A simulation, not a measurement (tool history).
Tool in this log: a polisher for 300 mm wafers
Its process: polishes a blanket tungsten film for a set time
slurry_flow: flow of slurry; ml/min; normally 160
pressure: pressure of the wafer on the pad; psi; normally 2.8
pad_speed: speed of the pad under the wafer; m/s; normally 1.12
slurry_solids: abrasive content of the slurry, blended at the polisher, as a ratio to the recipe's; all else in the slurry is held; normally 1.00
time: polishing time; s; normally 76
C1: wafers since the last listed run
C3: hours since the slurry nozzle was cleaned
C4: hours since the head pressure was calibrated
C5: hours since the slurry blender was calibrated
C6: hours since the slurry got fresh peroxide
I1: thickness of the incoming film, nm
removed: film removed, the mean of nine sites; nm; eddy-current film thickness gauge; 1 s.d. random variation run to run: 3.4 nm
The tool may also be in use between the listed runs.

run 1 hour=0.0 | slurry_flow=160 pressure=2.8 pad_speed=1.12 slurry_solids=0.75 time=76 | C1=0 wafers_polished_on_this_pad=7 C3=429.6 C4=540.0 C5=100.0 C6=369.1 | I1=1063.7 | removed=235.0
run 2 hour=75.6 | slurry_flow=160 pressure=2.8 pad_speed=1.12 slurry_solids=1.00 time=76 | C1=957 wafers_polished_on_this_pad=964 C3=505.2 C4=615.6 C5=175.6 C6=444.7 | I1=1061.3 | removed=250.5
run 3 hour=149.5 | slurry_flow=160 pressure=2.8 pad_speed=1.12 slurry_solids=1.00 time=76 | C1=935 wafers_polished_on_this_pad=1900 C3=579.1 C4=689.5 C5=249.5 C6=518.6 | I1=1071.3 | removed=247.0
-- hour=177.8 slurry tank refilled with fresh slurry and peroxide
run 4 hour=251.9 | slurry_flow=160 pressure=2.8 pad_speed=1.12 slurry_solids=1.00 time=76 | C1=1283 wafers_polished_on_this_pad=3184 C3=681.5 C4=791.9 C5=351.9 C6=74.1 | I1=1085.7 | removed=241.0
run 5 hour=344.0 | slurry_flow=160 pressure=2.8 pad_speed=1.12 slurry_solids=1.00 time=76 | C1=1165 wafers_polished_on_this_pad=4349 C3=773.6 C4=884.0 C5=444.0 C6=166.2 | I1=1090.5 | removed=252.2
-- hour=363.6 slurry blender recalibrated
-- hour=374.2 slurry nozzle cleaned
run 6 hour=407.3 | slurry_flow=160 pressure=2.8 pad_speed=1.12 slurry_solids=1.10 time=76 | C1=763 wafers_polished_on_this_pad=5113 C3=33.1 C4=947.3 C5=43.7 C6=229.5 | I1=1096.7 | removed=260.5
run 7 hour=450.7 | slurry_flow=160 pressure=2.8 pad_speed=1.12 slurry_solids=1.00 time=96 | C1=549 wafers_polished_on_this_pad=5662 C3=76.5 C4=990.7 C5=87.1 C6=272.9 | I1=1091.4 | removed=312.0
run 8 hour=555.3 | slurry_flow=160 pressure=2.8 pad_speed=1.12 slurry_solids=1.00 time=76 | C1=1324 wafers_polished_on_this_pad=6986 C3=181.1 C4=1095.3 C5=191.7 C6=377.5 | I1=1075.3 | removed=251.1
-- hour=572.6 worn pad replaced by a new one
run 9 hour=635.8 | slurry_flow=205 pressure=2.8 pad_speed=0.88 slurry_solids=1.00 time=76 | C1=968 wafers_polished_on_this_pad=799 C3=261.6 C4=1175.8 C5=272.2 C6=458.0 | I1=1074.3 | removed=204.9
-- hour=648.1 slurry tank refilled with fresh slurry and peroxide
-- hour=652.1 head pressure recalibrated
run 10 hour=731.1 | slurry_flow=160 pressure=2.8 pad_speed=1.12 slurry_solids=1.15 time=76 | C1=1168 wafers_polished_on_this_pad=1968 C3=356.9 C4=79.0 C5=367.5 C6=83.0 | I1=1082.4 | removed=251.4
-- hour=865.1 slurry blender recalibrated
run 11 hour=918.5 | slurry_flow=160 pressure=2.8 pad_speed=1.12 slurry_solids=1.15 time=76 | C1=2347 wafers_polished_on_this_pad=4315 C3=544.3 C4=266.4 C5=53.4 C6=270.4 | I1=1078.3 | removed=255.7
run 12 hour=959.8 | slurry_flow=115 pressure=2.8 pad_speed=1.12 slurry_solids=1.00 time=76 | C1=522 wafers_polished_on_this_pad=4838 C3=585.6 C4=307.7 C5=94.7 C6=311.7 | I1=1099.8 | removed=230.1
run 13 hour=1037.2 | slurry_flow=160 pressure=2.8 pad_speed=0.72 slurry_solids=1.00 time=76 | C1=979 wafers_polished_on_this_pad=5817 C3=663.0 C4=385.1 C5=172.1 C6=389.1 | I1=1073.0 | removed=160.2
-- hour=1118.3 slurry tank refilled with fresh slurry and peroxide
run 14 hour=1124.6 | slurry_flow=125 pressure=2.8 pad_speed=1.12 slurry_solids=1.00 time=76 | C1=1093 wafers_polished_on_this_pad=6911 C3=750.4 C4=472.5 C5=259.5 C6=6.3 | I1=1075.5 | removed=244.2
-- hour=1186.6 worn pad replaced by a new one
run 15 hour=1223.5 | slurry_flow=160 pressure=2.8 pad_speed=1.12 slurry_solids=1.00 time=76 | C1=1201 wafers_polished_on_this_pad=467 C3=849.3 C4=571.4 C5=358.4 C6=105.2 | I1=1074.7 | removed=251.5
run 16 hour=1262.6 | slurry_flow=160 pressure=2.8 pad_speed=1.12 slurry_solids=1.00 time=94 | C1=494 wafers_polished_on_this_pad=962 C3=888.4 C4=610.5 C5=397.5 C6=144.3 | I1=1071.1 | removed=309.0
-- hour=1331.7 slurry nozzle cleaned
run 17 hour=1349.7 | slurry_flow=160 pressure=2.8 pad_speed=1.12 slurry_solids=1.00 time=76 | C1=1089 wafers_polished_on_this_pad=2052 C3=18.0 C4=697.6 C5=484.6 C6=231.4 | I1=1081.4 | removed=251.5
run 18 hour=1441.5 | slurry_flow=120 pressure=2.8 pad_speed=1.12 slurry_solids=1.00 time=94 | C1=1162 wafers_polished_on_this_pad=3214 C3=109.8 C4=789.4 C5=576.4 C6=323.2 | I1=1082.7 | removed=293.2
-- hour=1448.1 slurry blender recalibrated
run 19 hour=1497.0 | slurry_flow=160 pressure=2.8 pad_speed=1.12 slurry_solids=1.00 time=76 | C1=677 wafers_polished_on_this_pad=3891 C3=165.3 C4=844.9 C5=48.9 C6=378.7 | I1=1101.4 | removed=246.1
run 20 hour=1565.6 | slurry_flow=160 pressure=2.8 pad_speed=1.12 slurry_solids=1.00 time=76 | C1=868 wafers_polished_on_this_pad=4759 C3=233.9 C4=913.5 C5=117.5 C6=447.3 | I1=1087.9 | removed=251.1
-- hour=1595.1 slurry tank refilled with fresh slurry and peroxide
run 21 hour=1606.8 | slurry_flow=160 pressure=2.8 pad_speed=1.12 slurry_solids=1.25 time=93 | C1=508 wafers_polished_on_this_pad=5268 C3=275.1 C4=954.7 C5=158.7 C6=11.7 | I1=1097.3 | removed=320.0
run 22 hour=1691.4 | slurry_flow=110 pressure=3.5 pad_speed=1.12 slurry_solids=1.00 time=76 | C1=1070 wafers_polished_on_this_pad=6339 C3=359.7 C4=1039.3 C5=243.3 C6=96.3 | I1=1082.3 | removed=278.0
-- hour=1755.0 head pressure recalibrated
run 23 hour=1764.7 | slurry_flow=160 pressure=3.2 pad_speed=1.12 slurry_solids=1.00 time=76 | C1=902 wafers_polished_on_this_pad=7242 C3=433.0 C4=9.7 C5=316.6 C6=169.6 | I1=1083.4 | removed=279.4
-- hour=1779.6 worn pad replaced by a new one
run 24 hour=1824.2 | slurry_flow=115 pressure=2.8 pad_speed=1.38 slurry_solids=1.30 time=69 | C1=702 wafers_polished_on_this_pad=564 C3=492.5 C4=69.2 C5=376.1 C6=229.1 | I1=1064.3 | removed=276.7
run 25 hour=1897.5 | slurry_flow=160 pressure=2.4 pad_speed=1.12 slurry_solids=1.30 time=76 | C1=927 wafers_polished_on_this_pad=1492 C3=565.8 C4=142.5 C5=449.4 C6=302.4 | I1=1083.0 | removed=239.4
run 26 hour=1940.8 | slurry_flow=160 pressure=2.8 pad_speed=1.12 slurry_solids=1.00 time=76 | C1=548 wafers_polished_on_this_pad=2040 C3=609.1 C4=185.8 C5=492.7 C6=345.7 | I1=1069.3 | removed=248.4

Forecast each of these 4 alternatives for the next run:
run A hour=1941.2 | slurry_flow=160 pressure=2.8 pad_speed=1.12 slurry_solids=1.00 time=76 | C1=5 wafers_polished_on_this_pad=2045 C3=609.5 C4=186.2 C5=493.1 C6=346.1 | I1=1102.8 | removed=?
run B hour=1941.2 | slurry_flow=210 pressure=2.0 pad_speed=1.12 slurry_solids=1.15 time=76 | C1=5 wafers_polished_on_this_pad=2045 C3=609.5 C4=186.2 C5=493.1 C6=346.1 | I1=1102.8 | removed=?
run C hour=1941.2 | slurry_flow=160 pressure=2.8 pad_speed=1.12 slurry_solids=1.10 time=65 | C1=5 wafers_polished_on_this_pad=2045 C3=609.5 C4=186.2 C5=493.1 C6=346.1 | I1=1102.8 | removed=?
run D hour=1941.2 | slurry_flow=200 pressure=2.8 pad_speed=1.12 slurry_solids=0.70 time=76 | C1=5 wafers_polished_on_this_pad=2045 C3=609.5 C4=186.2 C5=493.1 C6=346.1 | I1=1102.8 | removed=?

run=A removed=258.1
run=B removed=210.3
run=C removed=226.3
run=D removed=243.6
The same runs, with their run-to-run variation unchanged, on a tool lacking any hidden condition would have given:
run=A removed=258.1
run=B removed=210.3
run=C removed=226.3
run=D removed=243.6
